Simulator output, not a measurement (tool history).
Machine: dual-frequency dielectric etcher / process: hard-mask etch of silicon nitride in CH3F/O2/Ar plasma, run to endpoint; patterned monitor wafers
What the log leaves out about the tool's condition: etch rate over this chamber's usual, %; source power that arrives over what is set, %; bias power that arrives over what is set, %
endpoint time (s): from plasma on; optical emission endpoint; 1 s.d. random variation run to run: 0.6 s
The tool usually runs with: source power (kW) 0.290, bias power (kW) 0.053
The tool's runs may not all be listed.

run	day	source power (kW)	bias power (kW)	wafers since the last listed run	hours since the last wet clean	hours since the last source power generator calibration	hours since the last bias power generator calibration	hours since the last upper electrode change	incoming incoming film thickness, nm	endpoint time (s)
1	0.000	0.290	0.053	0	126.2	4499.8	2071.8	3341.8	36.92	70.8
2	1.188	0.290	0.053	298	154.7	4528.3	2100.3	3370.3	37.34	71.3
3	2.167	0.290	0.053	246	178.2	4551.8	2123.8	3393.8	37.51	72.2
4	2.796	0.290	0.053	158	193.3	4566.9	2138.9	3408.9	37.09	70.9
5	4.017	0.290	0.053	307	222.6	4596.2	2168.2	3438.2	37.56	73.8
6	5.217	0.290	0.053	302	251.4	4625.0	2197.0	3467.0	37.36	74.3
7	5.971	0.290	0.053	189	269.5	4643.1	2215.1	3485.1	37.15	72.9
8	6.708	0.330	0.060	185	287.2	4660.8	2232.8	3502.8	37.40	65.6
9	7.242	0.240	0.053	134	300.0	4673.6	2245.6	3515.6	37.06	78.3
10	8.604	0.240	0.053	342	332.7	4706.3	2278.3	3548.3	37.01	78.2
# day 10.033: upper electrode replaced, of another model than before
11	10.054	0.240	0.053	113	367.5	4741.1	2313.1	0.5	37.19	78.0
# day 12.475: wet clean of the chamber
12	13.183	0.320	0.063	535	17.0	4816.2	2388.2	75.6	37.12	60.4
13	14.479	0.230	0.045	326	48.1	4847.3	2419.3	106.7	36.75	84.1
# day 15.829: bias power generator calibrated
14	15.875	0.270	0.053	309	81.6	4880.8	1.1	140.2	37.20	72.1
15	16.921	0.290	0.062	263	106.7	4905.9	26.2	165.3	36.87	63.8
16	20.154	0.320	0.041	813	184.3	4983.5	103.8	242.9	37.17	86.6
17	20.996	0.330	0.060	211	204.5	5003.7	124.0	263.1	36.89	64.4
18	21.921	0.330	0.048	232	226.7	5025.9	146.2	285.3	37.15	73.9
19	22.442	0.290	0.053	131	239.2	5038.4	158.7	297.8	37.19	72.0
# day 22.888: source power generator calibrated
20	23.129	0.290	0.062	131	255.7	5.8	175.2	314.3	37.38	66.7
21	24.217	0.290	0.047	273	281.8	31.9	201.3	340.4	37.18	79.3
22	25.446	0.290	0.062	309	311.3	61.4	230.8	369.9	37.05	65.0
23	26.471	0.310	0.065	258	335.9	86.0	255.4	394.5	36.80	61.4
24	27.679	0.290	0.053	304	364.9	115.0	284.4	423.5	37.06	73.6
25	28.642	0.290	0.057	242	388.0	138.1	307.5	446.6	36.97	70.5

For each run, what was the tool's unlogged condition?
source power that arrives over what is set, %: 0 in every run
bias power that arrives over what is set, %: 0 in every run
H1: etch rate over this chamber's usual, %
run	H1
1	-2.04
2	-2.39
3	-2.68
4	-2.87
5	-3.23
6	-3.59
7	-3.81
8	-4.03
9	-4.18
10	-4.59
11	-5.02
12	0.147
13	-0.236
14	-0.649
15	-0.958
16	-1.91
17	-2.16
18	-2.44
19	-2.59
20	-2.79
21	-3.12
22	-3.48
23	-3.78
24	-4.14
25	-4.43
